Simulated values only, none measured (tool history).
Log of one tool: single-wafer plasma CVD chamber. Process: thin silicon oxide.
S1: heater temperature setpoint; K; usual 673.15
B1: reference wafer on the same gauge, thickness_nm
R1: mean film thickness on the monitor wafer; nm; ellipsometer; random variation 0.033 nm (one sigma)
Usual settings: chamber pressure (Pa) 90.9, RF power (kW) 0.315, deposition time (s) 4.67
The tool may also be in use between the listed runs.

run 1 day=0 | S1=673.15 chamber_pressure_(Pa)=107.7 RF_power_(kW)=0.315 deposition_time_(s)=4.67 | B1=6.552 | R1=7.787
run 2 day=0.942 | S1=673.15 chamber_pressure_(Pa)=90.9 RF_power_(kW)=0.35 deposition_time_(s)=4.67 | B1=6.552 | R1=6.918
-- day=2.229 RF generator calibrated
run 3 day=2.442 | S1=680.15 chamber_pressure_(Pa)=90.9 RF_power_(kW)=0.315 deposition_time_(s)=4.67 | B1=6.558 | R1=6.498
run 4 day=3.521 | S1=680.15 chamber_pressure_(Pa)=90.9 RF_power_(kW)=0.315 deposition_time_(s)=4.67 | B1=6.545 | R1=6.461
run 5 day=4.608 | S1=673.15 chamber_pressure_(Pa)=82.3 RF_power_(kW)=0.315 deposition_time_(s)=4.09 | B1=6.556 | R1=5.155
run 6 day=5.704 | S1=681.15 chamber_pressure_(Pa)=77.5 RF_power_(kW)=0.285 deposition_time_(s)=4.04 | B1=6.555 | R1=4.513
run 7 day=6.742 | S1=673.15 chamber_pressure_(Pa)=108.3 RF_power_(kW)=0.315 deposition_time_(s)=5.38 | B1=6.55 | R1=8.801
run 8 day=8.171 | S1=673.15 chamber_pressure_(Pa)=90.9 RF_power_(kW)=0.315 deposition_time_(s)=4.67 | B1=6.545 | R1=6.508
-- day=9.612 thermocouple changed; heater temperature recalibrated
run 9 day=9.633 | S1=673.15 chamber_pressure_(Pa)=90.9 RF_power_(kW)=0.375 deposition_time_(s)=4.01 | B1=6.555 | R1=5.954
-- day=10.992 RF generator calibrated, repeated, since the last time left the tool worse
run 10 day=11.012 | S1=673.15 chamber_pressure_(Pa)=90.9 RF_power_(kW)=0.315 deposition_time_(s)=4.67 | B1=6.543 | R1=6.813
-- day=11.562 capacitance manometer re-zeroed and calibrated
run 11 day=12.171 | S1=673.15 chamber_pressure_(Pa)=80 RF_power_(kW)=0.315 deposition_time_(s)=5.01 | B1=6.55 | R1=6.37
run 12 day=16.325 | S1=673.15 chamber_pressure_(Pa)=90.9 RF_power_(kW)=0.26 deposition_time_(s)=5.18 | B1=6.551 | R1=6.939
run 13 day=17.679 | S1=673.15 chamber_pressure_(Pa)=90.9 RF_power_(kW)=0.315 deposition_time_(s)=5.27 | B1=6.548 | R1=7.694
run 14 day=18.508 | S1=681.15 chamber_pressure_(Pa)=90.9 RF_power_(kW)=0.315 deposition_time_(s)=4.67 | B1=6.55 | R1=6.811
run 15 day=19.033 | S1=673.15 chamber_pressure_(Pa)=71.9 RF_power_(kW)=0.315 deposition_time_(s)=4.28 | B1=6.55 | R1=4.912
run 16 day=19.662 | S1=673.15 chamber_pressure_(Pa)=90.9 RF_power_(kW)=0.315 deposition_time_(s)=4.67 | B1=6.55 | R1=6.803
run 17 day=20.529 | S1=673.15 chamber_pressure_(Pa)=90.9 RF_power_(kW)=0.34 deposition_time_(s)=4.18 | B1=6.55 | R1=6.269
-- day=21.771 showerhead replaced
run 18 day=22.025 | S1=659.15 chamber_pressure_(Pa)=90.9 RF_power_(kW)=0.315 deposition_time_(s)=3.81 | B1=6.546 | R1=5.593
run 19 day=23.017 | S1=673.15 chamber_pressure_(Pa)=100 RF_power_(kW)=0.315 deposition_time_(s)=4.67 | B1=6.551 | R1=7.491
run 20 day=24.517 | S1=673.15 chamber_pressure_(Pa)=90.9 RF_power_(kW)=0.315 deposition_time_(s)=4.67 | B1=6.549 | R1=6.775
run 21 day=25.692 | S1=673.15 chamber_pressure_(Pa)=90.9 RF_power_(kW)=0.27 deposition_time_(s)=4.03 | B1=6.547 | R1=5.444
run 22 day=26.317 | S1=665.15 chamber_pressure_(Pa)=90.9 RF_power_(kW)=0.315 deposition_time_(s)=4.67 | B1=6.549 | R1=6.756
run 23 day=27.746 | S1=666.15 chamber_pressure_(Pa)=79.5 RF_power_(kW)=0.315 deposition_time_(s)=3.77 | B1=6.55 | R1=4.819
run 24 day=29.167 | S1=662.15 chamber_pressure_(Pa)=90.9 RF_power_(kW)=0.355 deposition_time_(s)=4.43 | B1=6.556 | R1=6.808
run 25 day=29.846 | S1=685.15 chamber_pressure_(Pa)=90.9 RF_power_(kW)=0.315 deposition_time_(s)=5.41 | B1=6.554 | R1=7.764
run 26 day=31.125 | S1=659.15 chamber_pressure_(Pa)=77.6 RF_power_(kW)=0.315 deposition_time_(s)=4.67 | B1=6.555 | R1=5.828
run 27 day=31.908 | S1=673.15 chamber_pressure_(Pa)=90.9 RF_power_(kW)=0.315 deposition_time_(s)=4.67 | B1=6.551 | R1=6.73
run 28 day=33.004 | S1=669.15 chamber_pressure_(Pa)=81.7 RF_power_(kW)=0.36 deposition_time_(s)=4.22 | B1=6.556 | R1=5.775

The tool's hidden state at each run:
wafer temperature above the value expected at the setpoint (K): 0 in every run
true pressure above the setpoint (%): 0 in every run
gauge reads high (%): 0 in every run
H1: delivered RF power above the setpoint (%)
run=1 H1=-5.6
run=2 H1=-5.65
run=3 H1=-9.95
run=4 H1=-10
run=5 H1=-10.1
run=6 H1=-10.1
run=7 H1=-10.2
run=8 H1=-10.3
run=9 H1=-10.3
run=10 H1=-0.272
run=11 H1=-0.335
run=12 H1=-0.561
run=13 H1=-0.635
run=14 H1=-0.68
run=15 H1=-0.709
run=16 H1=-0.743
run=17 H1=-0.791
run=18 H1=-0.872
run=19 H1=-0.926
run=20 H1=-1.01
run=21 H1=-1.07
run=22 H1=-1.11
run=23 H1=-1.18
run=24 H1=-1.26
run=25 H1=-1.3
run=26 H1=-1.37
run=27 H1=-1.41
run=28 H1=-1.47
